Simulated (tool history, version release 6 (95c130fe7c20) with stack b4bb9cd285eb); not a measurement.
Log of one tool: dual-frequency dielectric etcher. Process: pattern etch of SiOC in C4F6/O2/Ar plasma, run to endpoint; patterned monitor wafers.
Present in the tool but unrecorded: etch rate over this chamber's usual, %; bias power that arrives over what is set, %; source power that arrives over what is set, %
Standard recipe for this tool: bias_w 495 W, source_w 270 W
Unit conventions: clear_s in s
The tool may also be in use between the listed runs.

run,hour,bias_w,source_w,wafers since the last listed run,hours since the last wet clean,hours since the last bias power generator calibration,hours since the last source power generator calibration,hours since the last upper electrode change,"incoming incoming film thickness, nm",clear_s
1,0.0,495,270,0,489.8,1588.5,4217.8,5279.2,28.37,11.4
2,67.8,495,270,661,557.6,1656.3,4285.6,5347.0,28.56,11.6
# hour 110.4: wet clean of the chamber
3,110.9,495,270,186,0.5,1699.4,4328.7,5390.1,28.59,11.3
4,172.4,410,300,600,62.0,1760.9,4390.2,5451.6,28.63,11.8
5,239.8,410,300,657,129.4,1828.3,4457.6,5519.0,28.54,11.9
6,310.2,495,240,687,199.8,1898.7,4528.0,5589.4,28.72,12.1
7,356.8,495,240,454,246.4,1945.3,4574.6,5636.0,28.59,12.0
8,409.4,495,240,513,299.0,1997.9,4627.2,5688.6,28.86,12.2
9,452.6,495,270,421,342.2,2041.1,4670.4,5731.8,28.63,11.5
# hour 498.2: upper electrode replaced
10,516.0,495,270,384,405.6,2104.5,4733.8,17.8,28.59,11.6
11,578.2,495,250,607,467.8,2166.7,4796.0,80.0,28.57,11.9
12,619.5,495,250,403,509.1,2208.0,4837.3,121.3,28.67,12.1
13,685.6,571,270,645,575.2,2274.1,4903.4,187.4,28.50,11.0
14,733.4,571,270,466,623.0,2321.9,4951.2,235.2,28.56,10.9
# hour 778.6: wet clean of the chamber
15,779.1,410,300,211,0.5,2367.6,4996.9,280.9,28.83,11.7
16,828.7,598,320,484,50.1,2417.2,5046.5,330.5,28.84,9.9
# hour 850.9: bias power generator calibrated
17,864.7,379,320,312,86.1,13.8,5082.5,366.5,28.82,12.0
18,915.3,435,230,493,136.7,64.4,5133.1,417.1,28.48,12.7
19,978.1,495,310,613,199.5,127.2,5195.9,479.9,28.43,10.8
20,1021.7,379,320,425,243.1,170.8,5239.5,523.5,28.57,12.0
# hour 1064.4: source power generator calibrated
21,1171.9,448,230,1427,393.3,321.0,107.5,673.7,28.39,12.6
22,1217.9,586,270,449,439.3,367.0,153.5,719.7,28.74,10.8
23,1270.3,413,300,511,491.7,419.4,205.9,772.1,28.86,12.0
24,1315.5,606,240,441,536.9,464.6,251.1,817.3,28.56,11.2
# hour 1353.4: wet clean of the chamber
25,1354.9,495,270,150,1.5,504.0,290.5,856.7,29.00,11.5

What will run 26 give?
26,1398.9,563,240,429,45.5,548.0,334.5,900.7,28.42,?

{"run 26": {"clear_s": 11.1}}
Take away the tool's hidden state, keep the run-to-run variation as it was, and the same run would have given clear_s 11.1 s.
